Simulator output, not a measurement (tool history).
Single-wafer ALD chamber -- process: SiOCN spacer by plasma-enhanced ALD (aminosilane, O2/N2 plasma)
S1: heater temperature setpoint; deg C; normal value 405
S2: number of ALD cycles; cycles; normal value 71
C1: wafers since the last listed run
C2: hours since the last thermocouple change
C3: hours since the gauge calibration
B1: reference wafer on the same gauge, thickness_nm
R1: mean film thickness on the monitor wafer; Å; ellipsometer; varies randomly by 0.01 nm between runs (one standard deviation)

run	hour	S1	S2	C1	C2	C3	B1	R1
1	0	405	71	0	2238.8	354.9	3.861	41.34
2	14	405	71	42	2252.8	368.9	3.854	41.58
3	23.3	405	63	28	2262.1	378.2	3.855	36.48
4	36.9	405	71	41	2275.7	391.8	3.853	41.47
5	48.8	405	71	36	2287.6	403.7	3.849	41.43
6	55	405	71	18	2293.8	409.9	3.848	41.32
7	69.9	405	71	45	2308.7	424.8	3.846	41.16
8	77.7	405	71	23	2316.5	432.6	3.839	41.13
9	88	405	71	31	2326.8	442.9	3.837	41.21
10	100.9	405	71	39	2339.7	455.8	3.831	41.01
11	111.4	414	71	31	2350.2	466.3	3.831	40.01
12	121.4	405	71	30	2360.2	476.3	3.831	41.11
13	129	405	71	23	2367.8	483.9	3.827	41.09
14	136.2	410	62	21	2375	491.1	3.822	35.27
15	144.2	410	62	24	2383	499.1	3.822	35.16
# hour 162.4: thermocouple changed; heater temperature recalibrated
16	162.9	410	62	32	0.5	517.8	3.818	35.17
17	170	405	71	21	7.6	524.9	3.817	40.94
18	184.2	405	71	43	21.8	539.1	3.811	40.81
19	200.8	405	71	50	38.4	555.7	3.803	40.86
# hour 205.7: gauge calibrated
20	217.7	405	71	51	55.3	12	3.894	41.72

Run 21, settings as shown, results not yet in. Your forecast:
21	224.2	394	78	19	61.8	18.5	?	?

B1: 3.895
R1: 46.75 Å
With the hidden condition absent and the run-to-run variation left alone, this run would have shown R1 46.68 Å.
